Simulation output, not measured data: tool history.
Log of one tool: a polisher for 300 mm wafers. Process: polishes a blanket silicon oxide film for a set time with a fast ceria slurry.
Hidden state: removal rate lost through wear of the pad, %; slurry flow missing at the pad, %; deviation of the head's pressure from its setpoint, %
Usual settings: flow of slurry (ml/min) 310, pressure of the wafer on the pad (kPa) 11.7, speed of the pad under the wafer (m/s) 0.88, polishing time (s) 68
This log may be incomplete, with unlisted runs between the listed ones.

run    hour  flow of slurry (ml/min)  pressure of the wafer on the pad (kPa)  speed of the pad under the wafer (m/s)  polishing time (s)  wafers since the last listed run  wafers polished on this pad  hours since the slurry nozzle was cleaned  hours since the head pressure was calibrated  incoming thickness of the incoming film, nm  film removed (angstrom)
  1     0.0                      310                                    11.7                                    0.88                  50                                 0                         3507                                       96.2                                         222.4                                       3520.9                     4050
  2    54.6                      310                                    12.4                                    0.88                  68                               760                         4268                                      150.8                                         277.0                                       3517.0                     5500
       67.5  -- worn pad replaced by a new one
  3   106.1                      310                                    12.4                                    0.88                  68                               661                          537                                      202.3                                         328.5                                       3471.3                     5685
  4   172.4                      310                                    11.7                                    0.88                  68                               923                         1461                                      268.6                                         394.8                                       3508.5                     5223
      229.4  -- head pressure recalibrated
      367.4  -- worn pad replaced by a new one
  5   367.9                      310                                    11.7                                    0.88                  68                              2640                            6                                      464.1                                         138.5                                       3450.9                     5211
  6   414.6                      310                                    11.7                                    0.88                  68                               650                          657                                      510.8                                         185.2                                       3511.2                     5318
  7   471.5                      310                                    11.7                                    0.88                  68                               792                         1450                                      567.7                                         242.1                                       3538.2                     5060
  8   510.5                      310                                    11.7                                    0.88                  68                               543                         1993                                      606.7                                         281.1                                       3479.5                     5231
  9   544.2                      310                                    11.7                                    0.88                  68                               469                         2463                                      640.4                                         314.8                                       3565.3                     5084
 10   589.7                      310                                    11.7                                    0.88                  68                               634                         3097                                      685.9                                         360.3                                       3545.3                     5025
      648.6  -- head pressure recalibrated
 11   649.1                      310                                    11.7                                    0.88                  68                               799                         3897                                      745.3                                           0.5                                       3495.2                     5110
      657.8  -- worn pad replaced by a new one, of another model than before
 12   682.1                      310                                    11.7                                    0.88                  68                               404                          339                                      778.3                                          33.5                                       3510.1                     4365
 13   708.1                      310                                    11.7                                    0.88                  68                               362                          701                                      804.3                                          59.5                                       3496.7                     4305
 14   752.1                      310                                    11.7                                    0.66                  90                               613                         1314                                      848.3                                         103.5                                       3505.2                     4657
      767.2  -- slurry nozzle cleaned
 15   795.4                      310                                    11.7                                    0.88                  68                               589                         1903                                       28.2                                         146.8                                       3495.9                     5464
 16   825.0                      265                                    11.7                                    0.58                  68                               412                         2316                                       57.8                                         176.4                                       3523.3                     3690
 17   873.3                      310                                    11.7                                    0.88                  68                               673                         2989                                      106.1                                         224.7                                       3519.5                     5129
 18   933.5                      310                                    11.7                                    0.88                  68                               838                         3828                                      166.3                                         284.9                                       3525.2                     5146
      976.9  -- worn pad replaced by a new one
 19   995.2                      310                                     8.3                                    0.88                  68                               804                          254                                      228.0                                         346.6                                       3545.8                     4064
 20  1031.9                      310                                    11.7                                    1.02                  56                               511                          766                                      264.7                                         383.3                                       3542.7                     4565
     1067.4  -- head pressure recalibrated
 21  1089.5                      270                                    11.7                                    0.88                  68                               774                         1540                                      322.3                                          22.1                                       3497.2                     4521
 22  1146.2                      310                                    14.5                                    0.70                  78                               790                         2331                                      379.0                                          78.8                                       3503.0                     5208
 23  1202.4                      410                                     9.7                                    0.96                  51                               783                         3114                                      435.2                                         135.0                                       3451.2                     3550
     1246.2  -- worn pad replaced by a new one
 24  1254.2                      310                                    11.7                                    0.88                  68                               666                          111                                      487.0                                         186.8                                       3567.8                     4440
 25  1303.0                      280                                    10.3                                    1.16                  46                               680                          791                                      535.8                                         235.6                                       3526.1                     3253
 26  1367.5                      310                                    11.7                                    1.00                  68                               898                         1690                                      600.3                                         300.1                                       3562.0                     4677
 27  1413.6                      310                                    11.7                                    1.16                  68                               642                         2333                                      646.4                                         346.2                                       3501.9                     5105

Take each entry between the runs: how does the hidden state at the last listed run before it differ from the hidden state at the first listed run after it?
From run 2 to run 3: worn pad replaced by a new one (hour 67.5)
  slurry flow missing at the pad, %: 20 -> 24.2
  measured value less the no-hidden-state value, film removed (angstrom): -135 -> -181
From run 4 to run 5: head pressure recalibrated (hour 229.4); worn pad replaced by a new one (hour 367.4)
  slurry flow missing at the pad, %: 28.6 -> 36.5
  measured value less the no-hidden-state value, film removed (angstrom): -210 -> -307
From run 10 to run 11: head pressure recalibrated (hour 648.6)
  slurry flow missing at the pad, %: 40.4 -> 41
  measured value less the no-hidden-state value, film removed (angstrom): -354 -> -371
From run 11 to run 12: worn pad replaced by a new one, of another model than before (hour 657.8)
  slurry flow missing at the pad, %: 41 -> 41.3
  measured value less the no-hidden-state value, film removed (angstrom): -371 -> -1030
From run 14 to run 15: slurry nozzle cleaned (hour 767.2)
  slurry flow missing at the pad, %: 41.7 -> 9.33
  measured value less the no-hidden-state value, film removed (angstrom): -1148 -> -92
From run 18 to run 19: worn pad replaced by a new one (hour 976.9)
  slurry flow missing at the pad, %: 25.1 -> 29.8
  measured value less the no-hidden-state value, film removed (angstrom): -354 -> -392
From run 20 to run 21: head pressure recalibrated (hour 1067.4)
  slurry flow missing at the pad, %: 32.2 -> 35.2
  measured value less the no-hidden-state value, film removed (angstrom): -520 -> -831
From run 23 to run 24: worn pad replaced by a new one (hour 1246.2)
  slurry flow missing at the pad, %: 39.4 -> 40.8
  measured value less the no-hidden-state value, film removed (angstrom): -454 -> -1006
